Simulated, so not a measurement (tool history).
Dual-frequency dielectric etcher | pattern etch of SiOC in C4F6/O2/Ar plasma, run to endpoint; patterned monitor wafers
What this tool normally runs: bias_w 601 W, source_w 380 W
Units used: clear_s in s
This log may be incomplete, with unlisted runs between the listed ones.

run	hour	bias_w	source_w	wafers since the last listed run	hours since the last wet clean	hours since the last bias power generator calibration	hours since the last source power generator calibration	hours since the last upper electrode change	incoming incoming film thickness, nm	clear_s
1	0	601	380	0	451.4	304.8	2209.9	3537	47.71	15.2
# hour 70.4: wet clean of the chamber
2	102.4	601	380	1346	32	407.2	2312.3	3639.4	47.67	14.7
3	178.8	561	380	1312	108.4	483.6	2388.7	3715.8	47.67	15.4
4	475.3	561	380	5093	404.9	780.1	2685.2	4012.3	48.25	16.1
5	568.9	561	380	1608	498.5	873.7	2778.8	4105.9	47.75	16.2
# hour 658.6: wet clean of the chamber
6	659.1	601	380	1137	0.5	963.9	2869	4196.1	47.88	14.4
7	710.4	601	380	881	51.8	1015.2	2920.3	4247.4	47.62	14.5
8	814.4	601	380	1786	155.8	1119.2	3024.3	4351.4	47.42	14.6
9	918.7	601	380	1791	260.1	1223.5	3128.6	4455.7	47.91	15
10	1113.8	601	380	3351	455.2	1418.6	3323.7	4650.8	47.79	15
# hour 1163.2: wet clean of the chamber
11	1170.7	601	380	565	7.5	1475.5	3380.6	4707.7	47.99	14.9
12	1215.1	601	380	762	51.9	1519.9	3425	4752.1	48.24	14.9
13	1314.9	634	380	1714	151.7	1619.7	3524.8	4851.9	47.86	14.2
14	1357.5	601	380	731	194.3	1662.3	3567.4	4894.5	47.65	14.9
15	1419.2	467	460	1059	256	1724	3629.1	4956.2	47.82	16.5
16	1517.8	601	380	1693	354.6	1822.6	3727.7	5054.8	47.69	15.1
17	1574.7	601	380	977	411.5	1879.5	3784.6	5111.7	47.93	15.2
# hour 1691.3: wet clean of the chamber
18	1691.8	651	290	1599	0.5	1996.6	3901.7	5228.8	47.87	15.2
19	1713.4	508	320	371	22.1	2018.2	3923.3	5250.4	47.45	17
# hour 1755.7: upper electrode replaced
# hour 1770.2: bias power generator calibrated
20	1771	493	410	508	79.7	0.8	3980.9	15.3	47.52	16.2
21	1840.8	739	430	1199	149.5	70.6	4050.7	85.1	48.03	12.6
22	1904.6	601	380	1096	213.3	134.4	4114.5	148.9	47.79	14.9
23	1971.2	601	380	1144	279.9	201	4181.1	215.5	47.94	15.1
# hour 2064.8: source power generator calibrated
24	2077.2	750	310	1752	385.9	307	12.4	321.5	47.78	14.1
# hour 2225: wet clean of the chamber
25	2346.4	601	380	4212	121.4	576.2	281.6	590.7	47.67	14.7
26	2434.7	484	320	1516	209.7	664.5	369.9	679	47.87	18.2
27	2518.2	556	300	1434	293.2	748	453.4	762.5	47.63	16.8
28	2593.5	492	290	1293	368.5	823.3	528.7	837.8	48	18.7

Give the tool's hidden conditions for every run:
bias power that arrives over what is set, %: 0, the same for each run
source power that arrives over what is set, %: 0, the same for each run
H1: etch rate over this chamber's usual, %
run	H1
1	-4.23
2	-0.933
3	-1.62
4	-4.28
5	-5.12
6	0.781
7	0.32
8	-0.614
9	-1.55
10	-3.3
11	-0.358
12	-0.757
13	-1.65
14	-2.04
15	-2.59
16	-3.48
17	-3.99
18	0.0696
19	-0.125
20	-0.642
21	-1.27
22	-1.84
23	-2.44
24	-3.39
25	-1.27
26	-2.06
27	-2.81
28	-3.49
